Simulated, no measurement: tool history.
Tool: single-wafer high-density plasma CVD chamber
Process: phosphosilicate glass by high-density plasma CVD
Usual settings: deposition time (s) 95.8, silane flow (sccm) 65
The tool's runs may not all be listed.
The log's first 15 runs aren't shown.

run	hour	deposition time (s)	silane flow (sccm)	read-back reference wafer on the same gauge, thickness_nm	mean film thickness on the monitor wafer (angstrom)
16	188.6	95.8	65	488.887	6265.41
# hour 202.4: silane flow controller replaced
17	202.9	114.6	60	489.048	6753.12
18	213.5	84.8	65	488.844	5316.08
19	222.9	110.7	65	489.154	6935.19
# hour 226.8: gauge calibrated
20	233.7	95.8	65	489.19	6019.21
21	244.3	85.7	60	488.674	5063.18
22	255.6	95.8	70	489.014	6369.5
23	263.4	80.4	72	489.074	5486.73
24	275.3	88.2	65	489.009	5545.14
25	291.5	95.8	65	488.928	6015.77
26	303.7	108.7	55	489.066	6034.5
27	313.5	87.1	61	488.875	5208.86
28	321.9	85.4	53	488.714	4621.32
29	329.3	106.5	52	489.035	5661.23
30	343.3	95.8	69	488.812	6331.58
31	355.5	113.3	71	489.241	7648.97
32	372.3	112.2	70	489.238	7497.68

4 ways to go on from here, each from the tool as it stands after run 32. What would each give?
A	372.7	95.8	65	?	?
B	372.7	102.5	74	?	?
C	372.7	110	76	?	?
D	372.7	76.9	74	?	?

run	read-back reference wafer on the same gauge, thickness_nm	mean film thickness on the monitor wafer (angstrom)
A	489.068	6042.85
B	489.068	7152.04
C	489.068	7839.09
D	489.068	5365.77
Without the tool's hidden state the same runs would have given:
run	mean film thickness on the monitor wafer (angstrom)
A	5996.03
B	7096.61
C	7778.34
D	5324.19

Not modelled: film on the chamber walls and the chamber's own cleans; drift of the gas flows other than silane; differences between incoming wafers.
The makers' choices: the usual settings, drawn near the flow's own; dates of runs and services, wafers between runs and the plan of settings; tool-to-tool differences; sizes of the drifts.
